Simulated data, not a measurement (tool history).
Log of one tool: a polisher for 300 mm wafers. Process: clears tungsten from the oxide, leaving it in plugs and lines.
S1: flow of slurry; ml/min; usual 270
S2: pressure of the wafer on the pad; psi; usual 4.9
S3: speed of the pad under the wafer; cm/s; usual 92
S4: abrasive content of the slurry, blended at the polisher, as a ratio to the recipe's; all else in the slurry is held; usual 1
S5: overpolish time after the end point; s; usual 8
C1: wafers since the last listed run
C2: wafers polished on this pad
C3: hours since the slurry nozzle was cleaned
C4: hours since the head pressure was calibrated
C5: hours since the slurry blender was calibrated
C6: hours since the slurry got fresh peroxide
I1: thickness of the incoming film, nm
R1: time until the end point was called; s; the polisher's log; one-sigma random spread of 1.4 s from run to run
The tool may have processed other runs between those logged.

run 1 hour=0 | S1=270 S2=4.9 S3=92 S4=1 S5=8 | C1=0 C2=803 C3=558.7 C4=574.1 C5=104 C6=44.4 | I1=452.5 | R1=89.5
run 2 hour=53.5 | S1=270 S2=4.9 S3=92 S4=1 S5=8 | C1=305 C2=1109 C3=612.2 C4=627.6 C5=157.5 C6=97.9 | I1=455.4 | R1=91.8
-- hour=93.4 slurry nozzle cleaned
-- hour=104.1 worn pad replaced by a new one
run 3 hour=110.4 | S1=270 S2=4.9 S3=92 S4=1 S5=8 | C1=296 C2=35 C3=17 C4=684.5 C5=214.4 C6=154.8 | I1=453.6 | R1=91.3
-- hour=131.9 slurry blender recalibrated
run 4 hour=173.6 | S1=270 S2=4.9 S3=92 S4=1 S5=8 | C1=349 C2=385 C3=80.2 C4=747.7 C5=41.7 C6=218 | I1=448.4 | R1=89.3
-- hour=218.2 slurry tank refilled with fresh slurry and peroxide
run 5 hour=242.9 | S1=270 S2=4.9 S3=92 S4=1 S5=8 | C1=390 C2=775 C3=149.5 C4=817 C5=111 C6=24.7 | I1=453 | R1=88.3
run 6 hour=342.7 | S1=270 S2=4.9 S3=92 S4=1 S5=8 | C1=570 C2=1346 C3=249.3 C4=916.8 C5=210.8 C6=124.5 | I1=452.6 | R1=87.1
-- hour=353 worn pad replaced by a new one
-- hour=403.5 slurry blender recalibrated
run 7 hour=419.9 | S1=270 S2=4.9 S3=92 S4=1 S5=8 | C1=406 C2=370 C3=326.5 C4=994 C5=16.4 C6=201.7 | I1=458.6 | R1=90.3
-- hour=483 head pressure recalibrated
run 8 hour=514.6 | S1=270 S2=4.9 S3=92 S4=1 S5=8 | C1=529 C2=900 C3=421.2 C4=31.6 C5=111.1 C6=296.4 | I1=443.7 | R1=90.7
-- hour=525.1 slurry tank refilled with fresh slurry and peroxide
run 9 hour=575.2 | S1=270 S2=4.9 S3=92 S4=1 S5=8 | C1=340 C2=1240 C3=481.8 C4=92.2 C5=171.7 C6=50.1 | I1=448.5 | R1=89.8
-- hour=625.6 worn pad replaced by a new one
-- hour=666.1 slurry blender recalibrated
run 10 hour=666.6 | S1=270 S2=4.9 S3=92 S4=1 S5=8 | C1=487 C2=222 C3=573.2 C4=183.6 C5=0.5 C6=141.5 | I1=459 | R1=89.7
-- hour=672.8 slurry nozzle cleaned
run 11 hour=714.4 | S1=270 S2=4.9 S3=92 S4=1 S5=5 | C1=267 C2=490 C3=41.6 C4=231.4 C5=48.3 C6=189.3 | I1=441.5 | R1=92.9
run 12 hour=755.8 | S1=205 S2=3.2 S3=92 S4=1 S5=8 | C1=236 C2=726 C3=83 C4=272.8 C5=89.7 C6=230.7 | I1=449.9 | R1=154

For run 13, what comes out?
-- hour=821.8 slurry tank refilled with fresh slurry and peroxide
run 13 hour=852.9 | S1=270 S2=4.9 S3=92 S4=1.25 S5=4 | C1=549 C2=1275 C3=180.1 C4=369.9 C5=186.8 C6=31.1 | I1=448.1 | R1=?

{"run 13": {"R1": 91.3}}
Minus the tool's unlogged condition, the same run would have read R1 81.9 s.
